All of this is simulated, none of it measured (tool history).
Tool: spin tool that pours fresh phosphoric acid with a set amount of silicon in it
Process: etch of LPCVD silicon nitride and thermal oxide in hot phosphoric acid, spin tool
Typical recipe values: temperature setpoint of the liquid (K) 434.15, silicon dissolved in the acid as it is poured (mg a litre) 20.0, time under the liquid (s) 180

| run | hour | temperature setpoint of the liquid (K) | silicon dissolved in the acid as it is poured (mg a litre) | time under the liquid (s) | read-back film thickness of the LPCVD silicon nitride reference wafer, read on the same gauge (nm) | read-back film thickness of the thermal oxide reference wafer, read on the same gauge (nm) | thickness taken off the LPCVD silicon nitride on a monitor wafer (angstrom) | thickness taken off the thermal oxide on a monitor wafer (angstrom) |
|---|---|---|---|---|---|---|---|---|
| 1 | 0.0 | 434.15 | 20.0 | 230 | 109.98 | 120.017 | 213.1 | 3.83 |
|  | 1.8 | dissolved silicon flow meter replaced |
| 2 | 11.9 | 434.15 | 20.0 | 180 | 110.01 | 120.036 | 166.7 | 2.81 |
| 3 | 21.3 | 431.65 | 20.0 | 120 | 109.97 | 119.995 | 102.3 | 1.62 |
| 4 | 27.4 | 433.15 | 14.0 | 180 | 110.01 | 119.968 | 161.7 | 3.72 |
| 5 | 39.6 | 432.15 | 35.0 | 80 | 110.04 | 120.010 | 69.2 | 0.56 |
| 6 | 47.7 | 435.65 | 20.0 | 180 | 110.00 | 120.002 | 175.2 | 3.86 |
| 7 | 70.3 | 435.65 | 20.0 | 115 | 109.97 | 120.025 | 111.6 | 2.09 |
| 8 | 85.7 | 434.15 | 20.0 | 125 | 110.03 | 119.972 | 115.8 | 2.06 |
|  | 94.3 | gauge calibrated |
| 9 | 98.3 | 436.65 | 20.0 | 280 | 110.02 | 120.055 | 280.8 | 5.81 |
| 10 | 144.3 | 436.65 | 16.0 | 180 | 110.05 | 120.014 | 178.9 | 4.55 |
| 11 | 161.6 | 434.15 | 20.0 | 220 | 109.99 | 119.968 | 203.7 | 3.68 |
| 12 | 173.1 | 434.15 | 20.0 | 180 | 110.03 | 120.046 | 167.7 | 2.87 |
| 13 | 184.8 | 434.15 | 25.0 | 255 | 109.99 | 119.974 | 235.4 | 3.93 |
| 14 | 193.2 | 433.15 | 24.0 | 275 | 110.02 | 120.021 | 241.7 | 4.13 |
| 15 | 205.3 | 436.65 | 20.0 | 285 | 110.01 | 120.023 | 288.1 | 6.41 |
|  | 215.4 | heated supply line repaired |
| 16 | 247.0 | 434.15 | 20.0 | 140 | 109.99 | 120.027 | 129.6 | 2.35 |
| 17 | 260.6 | 434.15 | 20.0 | 180 | 110.01 | 119.969 | 166.5 | 3.53 |
| 18 | 275.6 | 435.65 | 20.0 | 85 | 110.01 | 120.033 | 82.7 | 1.95 |
| 19 | 291.2 | 434.15 | 20.0 | 180 | 110.04 | 119.967 | 166.0 | 3.60 |
| 20 | 300.2 | 434.15 | 20.0 | 180 | 110.00 | 120.007 | 165.0 | 3.39 |
| 21 | 316.0 | 436.65 | 6.0 | 285 | 109.98 | 120.017 | 285.9 | 9.43 |
| 22 | 364.4 | 433.15 | 6.0 | 180 | 109.99 | 119.955 | 160.7 | 3.70 |

What the log doesn't show, run by run:
liquid hotter than its thermometer reads (K): 0 across all the runs
dissolved silicon flow above the setpoint (%): 0 across all the runs
temperature lost on the way to the wafer (K): 0 across all the runs
gauge reads high (%): 0 across all the runs
